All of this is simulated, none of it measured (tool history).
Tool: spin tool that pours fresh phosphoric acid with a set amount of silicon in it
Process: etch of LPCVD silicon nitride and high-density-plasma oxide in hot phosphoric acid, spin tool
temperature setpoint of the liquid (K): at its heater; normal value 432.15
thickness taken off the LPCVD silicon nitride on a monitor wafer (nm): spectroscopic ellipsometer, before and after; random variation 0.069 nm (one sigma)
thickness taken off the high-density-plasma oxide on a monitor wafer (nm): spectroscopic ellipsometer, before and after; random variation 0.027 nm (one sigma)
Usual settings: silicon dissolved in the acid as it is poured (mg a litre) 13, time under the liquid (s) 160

run,hour,temperature setpoint of the liquid (K),silicon dissolved in the acid as it is poured (mg a litre),time under the liquid (s),wafers since the last listed run,hours since the thermometer was replaced,hours since the dissolved silicon flow meter was replaced,hours since the heated supply line was repaired,hours since the gauge calibration,"read-back film thickness of the LPCVD silicon nitride reference wafer, read on the same gauge (nm)","read-back film thickness of the high-density-plasma oxide reference wafer, read on the same gauge (nm)",thickness taken off the LPCVD silicon nitride on a monitor wafer (nm),thickness taken off the high-density-plasma oxide on a monitor wafer (nm)
1,0,432.15,13,160,0,1529.6,1362.4,1133.4,88.8,80.02,109.979,15.37,0.502
2,11.9,432.15,13,160,134,1541.5,1374.3,1145.3,100.7,79.98,110.01,15.35,0.466
3,18.8,432.15,13,160,78,1548.4,1381.2,1152.2,107.6,80.03,109.978,15.35,0.469
4,36.3,432.15,13,160,197,1565.9,1398.7,1169.7,125.1,80.01,110.019,15.43,0.467
5,45.5,432.15,13,160,104,1575.1,1407.9,1178.9,134.3,80.01,109.947,15.31,0.5
6,55.7,432.15,13,160,115,1585.3,1418.1,1189.1,144.5,79.99,110.013,15.41,0.46
# hour 59.2: heated supply line repaired
7,62,432.15,13,160,59,1591.6,1424.4,2.8,150.8,79.97,110.021,15.42,0.459
8,75.5,432.15,13,160,152,1605.1,1437.9,16.3,164.3,79.98,110.039,15.37,0.483
# hour 85.6: dissolved silicon flow meter replaced
9,90.7,432.15,13,160,160,1620.3,5.1,31.5,179.5,80.01,109.994,15.51,0.511
10,104.6,433.65,19,160,157,1634.2,19,45.4,193.4,80.02,110.013,16.37,0.479
11,118.7,434.15,13,160,159,1648.3,33.1,59.5,207.5,80.01,110.051,16.54,0.561
12,128.8,431.15,13,160,114,1658.4,43.2,69.6,217.6,80.01,109.999,14.85,0.506
# hour 142.3: thermometer replaced
13,145.9,433.65,8,215,182,3.6,60.3,86.7,234.7,79.94,110.013,19.73,0.714

For run 14, what comes out?
14,156.6,433.15,19.5,190,121,14.3,71,97.4,245.4,?,?,?,?

Logged for run 14: read-back film thickness of the LPCVD silicon nitride reference wafer, read on the same gauge (nm) 79.97, read-back film thickness of the high-density-plasma oxide reference wafer, read on the same gauge (nm) 109.982, thickness taken off the LPCVD silicon nitride on a monitor wafer (nm) 17.5, thickness taken off the high-density-plasma oxide on a monitor wafer (nm) 0.434.
Take away the tool's hidden state, keep the run-to-run variation as it was, and the same run would have given thickness taken off the LPCVD silicon nitride on a monitor wafer (nm) 17.47, thickness taken off the high-density-plasma oxide on a monitor wafer (nm) 0.432.

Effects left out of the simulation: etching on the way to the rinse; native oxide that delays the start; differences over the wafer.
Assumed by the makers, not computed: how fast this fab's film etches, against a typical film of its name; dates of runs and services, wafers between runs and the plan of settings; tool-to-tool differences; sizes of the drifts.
